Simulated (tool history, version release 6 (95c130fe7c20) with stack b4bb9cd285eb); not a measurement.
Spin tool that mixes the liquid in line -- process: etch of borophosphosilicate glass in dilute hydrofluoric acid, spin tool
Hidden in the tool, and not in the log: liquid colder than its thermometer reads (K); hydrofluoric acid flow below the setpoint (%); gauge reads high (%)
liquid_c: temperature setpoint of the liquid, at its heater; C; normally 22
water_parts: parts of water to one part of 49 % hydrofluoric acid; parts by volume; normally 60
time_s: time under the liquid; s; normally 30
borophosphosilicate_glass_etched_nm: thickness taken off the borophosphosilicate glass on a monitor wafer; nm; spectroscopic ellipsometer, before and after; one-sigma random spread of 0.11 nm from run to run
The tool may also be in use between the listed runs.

| run | hour | liquid_c | water_parts | time_s | wafers since the last listed run | hours since the thermometer was replaced | hours since the hydrofluoric acid flow meter was replaced | hours since the gauge calibration | read-back film thickness of the borophosphosilicate glass reference wafer, read on the same gauge (nm) | borophosphosilicate_glass_etched_nm |
|---|---|---|---|---|---|---|---|---|---|---|
| 1 | 0 | 22 | 60 | 30 | 0 | 175 | 1116.9 | 1042.3 | 109.98 | 11.93 |
|  | 35 | hydrofluoric acid flow meter replaced |
| 2 | 51.8 | 22 | 60 | 30 | 695 | 226.8 | 16.8 | 1094.1 | 110 | 12.82 |
| 3 | 89.2 | 22 | 60 | 30 | 511 | 264.2 | 54.2 | 1131.5 | 110.01 | 13.17 |
| 4 | 137.6 | 22 | 60 | 30 | 662 | 312.6 | 102.6 | 1179.9 | 110.01 | 12.8 |
| 5 | 238.5 | 22 | 60 | 30 | 1380 | 413.5 | 203.5 | 1280.8 | 110 | 12.62 |
| 6 | 330.2 | 22 | 60 | 30 | 1254 | 505.2 | 295.2 | 1372.5 | 109.93 | 12.63 |
| 7 | 389.4 | 22 | 60 | 30 | 810 | 564.4 | 354.4 | 1431.7 | 109.96 | 12.62 |
| 8 | 488.7 | 26 | 60 | 30 | 1358 | 663.7 | 453.7 | 1531 | 109.98 | 14.48 |
| 9 | 594.6 | 26 | 60 | 30 | 1449 | 769.6 | 559.6 | 1636.9 | 109.99 | 14.48 |
| 10 | 698.2 | 26 | 60 | 30 | 1417 | 873.2 | 663.2 | 1740.5 | 110.04 | 14.45 |
| 11 | 775.6 | 18.5 | 60 | 30 | 1059 | 950.6 | 740.6 | 1817.9 | 110.01 | 10.44 |
|  | 793.3 | gauge calibrated |
| 12 | 840 | 18.5 | 60 | 30 | 881 | 1015 | 805 | 46.7 | 109.99 | 10.61 |
| 13 | 934.5 | 22 | 60 | 30 | 1293 | 1109.5 | 899.5 | 141.2 | 110.01 | 12.15 |
| 14 | 1009.5 | 26.5 | 45 | 20 | 1026 | 1184.5 | 974.5 | 216.2 | 109.99 | 13.07 |
| 15 | 1049.5 | 22 | 60 | 30 | 547 | 1224.5 | 1014.5 | 256.2 | 110.05 | 11.86 |
| 16 | 1152.3 | 25.5 | 60 | 45 | 1406 | 1327.3 | 1117.3 | 359 | 109.99 | 20.5 |
| 17 | 1191.8 | 22 | 60 | 30 | 540 | 1366.8 | 1156.8 | 398.5 | 110.01 | 11.74 |
| 18 | 1227.9 | 22 | 60 | 30 | 494 | 1402.9 | 1192.9 | 434.6 | 110.01 | 11.58 |
| 19 | 1298.8 | 26.5 | 90 | 35 | 970 | 1473.8 | 1263.8 | 505.5 | 110.01 | 10.34 |
|  | 1307 | hydrofluoric acid flow meter replaced |
| 20 | 1370.2 | 22 | 60 | 45 | 963 | 1545.2 | 63.2 | 576.9 | 109.99 | 19.35 |
| 21 | 1415.7 | 24 | 50 | 15 | 622 | 1590.7 | 108.7 | 622.4 | 110.01 | 8.53 |
| 22 | 1500.8 | 22 | 60 | 30 | 1164 | 1675.8 | 193.8 | 707.5 | 110.01 | 12.8 |
| 23 | 1586.3 | 22 | 75 | 25 | 1170 | 1761.3 | 279.3 | 793 | 110.01 | 8.41 |
| 24 | 1646.2 | 22 | 30 | 40 | 819 | 1821.2 | 339.2 | 852.9 | 110.01 | 35.38 |
|  | 1650.6 | thermometer replaced |
| 25 | 1702.4 | 20.5 | 70 | 50 | 755 | 51.8 | 395.4 | 909.1 | 110 | 16.66 |
| 26 | 1792.4 | 20 | 90 | 30 | 1231 | 141.8 | 485.4 | 999.1 | 110.02 | 7.37 |
| 27 | 1842.6 | 18 | 70 | 45 | 687 | 192 | 535.6 | 1049.3 | 110.03 | 13.48 |
| 28 | 1928.4 | 22 | 60 | 30 | 1174 | 277.8 | 621.4 | 1135.1 | 109.96 | 12.64 |
| 29 | 1991.5 | 19 | 50 | 20 | 863 | 340.9 | 684.5 | 1198.2 | 109.99 | 8.75 |
| 30 | 2059.5 | 22 | 75 | 30 | 930 | 408.9 | 752.5 | 1266.2 | 109.99 | 9.62 |
| 31 | 2239.5 | 22 | 30 | 30 | 2463 | 588.9 | 932.5 | 1446.2 | 110 | 24.54 |

5 ways to go on from here, each from the tool as it stands after run 31. What would each give?
| A | 2239.9 | 19 | 60 | 30 | 5 | 589.3 | 932.9 | 1446.6 | ? | ? |
| B | 2239.9 | 22 | 70 | 30 | 5 | 589.3 | 932.9 | 1446.6 | ? | ? |
| C | 2239.9 | 19 | 50 | 35 | 5 | 589.3 | 932.9 | 1446.6 | ? | ? |
| D | 2239.9 | 26 | 50 | 30 | 5 | 589.3 | 932.9 | 1446.6 | ? | ? |
| E | 2239.9 | 19 | 80 | 25 | 5 | 589.3 | 932.9 | 1446.6 | ? | ? |

| run | read-back film thickness of the borophosphosilicate glass reference wafer, read on the same gauge (nm) | borophosphosilicate_glass_etched_nm |
|---|---|---|
| A | 109.97 | 10.64 |
| B | 109.97 | 10.2 |
| C | 109.97 | 15.08 |
| D | 109.97 | 17.29 |
| E | 109.97 | 6.49 |
With no hidden state in the tool, these same runs would have given:
| run | borophosphosilicate_glass_etched_nm |
|---|---|
| A | 11.55 |
| B | 11.09 |
| C | 16.36 |
| D | 18.77 |
| E | 7.06 |
